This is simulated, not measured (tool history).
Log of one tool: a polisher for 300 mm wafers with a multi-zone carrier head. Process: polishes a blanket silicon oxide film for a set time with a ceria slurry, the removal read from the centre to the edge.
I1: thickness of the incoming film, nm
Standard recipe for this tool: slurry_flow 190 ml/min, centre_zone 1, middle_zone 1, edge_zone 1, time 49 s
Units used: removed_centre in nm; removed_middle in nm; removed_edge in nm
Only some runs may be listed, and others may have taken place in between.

run 1 hour=0 | slurry_flow=190 centre_zone=1 middle_zone=1 edge_zone=1 time=49 | I1=1395.6 | removed_centre=175.2 removed_middle=169.5 removed_edge=175.9
run 2 hour=10.5 | slurry_flow=190 centre_zone=1 middle_zone=1 edge_zone=1 time=49 | I1=1386.7 | removed_centre=174.7 removed_middle=170.4 removed_edge=179.5
run 3 hour=21.8 | slurry_flow=190 centre_zone=1 middle_zone=1 edge_zone=1 time=49 | I1=1390.3 | removed_centre=173.6 removed_middle=168.9 removed_edge=176.8
run 4 hour=36.3 | slurry_flow=190 centre_zone=1 middle_zone=1 edge_zone=1 time=49 | I1=1406.9 | removed_centre=172.4 removed_middle=166.8 removed_edge=173.3
run 5 hour=86.3 | slurry_flow=190 centre_zone=1 middle_zone=1 edge_zone=1 time=49 | I1=1415.3 | removed_centre=171.4 removed_middle=164.5 removed_edge=174.7
run 6 hour=96.3 | slurry_flow=190 centre_zone=1 middle_zone=1 edge_zone=1 time=49 | I1=1399.7 | removed_centre=174.1 removed_middle=165.2 removed_edge=174.8
run 7 hour=103.8 | slurry_flow=190 centre_zone=1 middle_zone=1 edge_zone=1 time=49 | I1=1398.2 | removed_centre=171.6 removed_middle=163.2 removed_edge=173.7
run 8 hour=113.1 | slurry_flow=190 centre_zone=1 middle_zone=1 edge_zone=1 time=49 | I1=1429.8 | removed_centre=173.1 removed_middle=162.8 removed_edge=174.1
-- hour=115.9 edge zone pressure recalibrated
-- hour=121.9 worn pad replaced by a new one, of another model than before
-- hour=129.8 carrier head's membrane replaced by a new one
-- hour=146.4 centre zone pressure recalibrated
run 9 hour=146.9 | slurry_flow=190 centre_zone=1 middle_zone=1 edge_zone=1 time=49 | I1=1383.1 | removed_centre=151.2 removed_middle=147.1 removed_edge=162
run 10 hour=160.2 | slurry_flow=190 centre_zone=1 middle_zone=1.11 edge_zone=1 time=49 | I1=1416.4 | removed_centre=147.3 removed_middle=152.1 removed_edge=160.7
run 11 hour=167 | slurry_flow=190 centre_zone=1 middle_zone=1 edge_zone=1.04 time=42 | I1=1397.8 | removed_centre=123.9 removed_middle=124 removed_edge=137.6
run 12 hour=173.4 | slurry_flow=190 centre_zone=1 middle_zone=1 edge_zone=1 time=49 | I1=1403.5 | removed_centre=142.3 removed_middle=142.4 removed_edge=156.1
-- hour=175.4 slurry nozzle cleaned
run 13 hour=188 | slurry_flow=135 centre_zone=0.88 middle_zone=1 edge_zone=1 time=42 | I1=1410.5 | removed_centre=125 removed_middle=136.7 removed_edge=145.4
run 14 hour=194.3 | slurry_flow=190 centre_zone=1 middle_zone=0.89 edge_zone=1 time=49 | I1=1393.2 | removed_centre=187.8 removed_middle=161.9 removed_edge=181.8
run 15 hour=203.1 | slurry_flow=125 centre_zone=1.04 middle_zone=1.06 edge_zone=1 time=57 | I1=1393.9 | removed_centre=186.6 removed_middle=186.2 removed_edge=191.2
run 16 hour=218.4 | slurry_flow=210 centre_zone=1 middle_zone=1.08 edge_zone=1.09 time=49 | I1=1409.4 | removed_centre=194.3 removed_middle=193.5 removed_edge=194.9
run 17 hour=227.6 | slurry_flow=190 centre_zone=1 middle_zone=1 edge_zone=1 time=49 | I1=1376.2 | removed_centre=186.2 removed_middle=173.9 removed_edge=184.4
run 18 hour=241.7 | slurry_flow=190 centre_zone=0.91 middle_zone=0.9 edge_zone=0.93 time=49 | I1=1380.4 | removed_centre=170 removed_middle=172.2 removed_edge=178
run 19 hour=251.1 | slurry_flow=135 centre_zone=1 middle_zone=1 edge_zone=1 time=62 | I1=1404.8 | removed_centre=204.2 removed_middle=199.1 removed_edge=217.6

Consider 5 possible next runs. They are alternatives, not a sequence: every one starts from the tool as it was left by run 19. What does each give?
run A hour=251.5 | slurry_flow=190 centre_zone=1.09 middle_zone=1 edge_zone=1 time=49 | I1=1422.8 | removed_centre=? removed_middle=? removed_edge=?
run B hour=251.5 | slurry_flow=190 centre_zone=0.93 middle_zone=1 edge_zone=1 time=49 | I1=1422.8 | removed_centre=? removed_middle=? removed_edge=?
run C hour=251.5 | slurry_flow=190 centre_zone=1 middle_zone=0.93 edge_zone=1 time=42 | I1=1422.8 | removed_centre=? removed_middle=? removed_edge=?
run D hour=251.5 | slurry_flow=190 centre_zone=0.97 middle_zone=1.06 edge_zone=1 time=54 | I1=1422.8 | removed_centre=? removed_middle=? removed_edge=?
run E hour=251.5 | slurry_flow=135 centre_zone=1.07 middle_zone=1 edge_zone=0.9 time=49 | I1=1422.8 | removed_centre=? removed_middle=? removed_edge=?

run=A removed_centre=196 removed_middle=174.2 removed_edge=183.5
run=B removed_centre=170.8 removed_middle=174.3 removed_edge=183.5
run=C removed_centre=155.8 removed_middle=144.2 removed_edge=157.4
run=D removed_centre=195.2 removed_middle=197.8 removed_edge=202.1
run=E removed_centre=170.5 removed_middle=156.3 removed_edge=163.5
Without the tool's unlogged condition, the same runs would have read:
run=A removed_centre=199 removed_middle=176.6 removed_edge=185.4
run=B removed_centre=173.4 removed_middle=176.7 removed_edge=185.4
run=C removed_centre=158.2 removed_middle=146.2 removed_edge=159
run=D removed_centre=198.2 removed_middle=200.5 removed_edge=204.2
run=E removed_centre=174.9 removed_middle=159.8 removed_edge=166
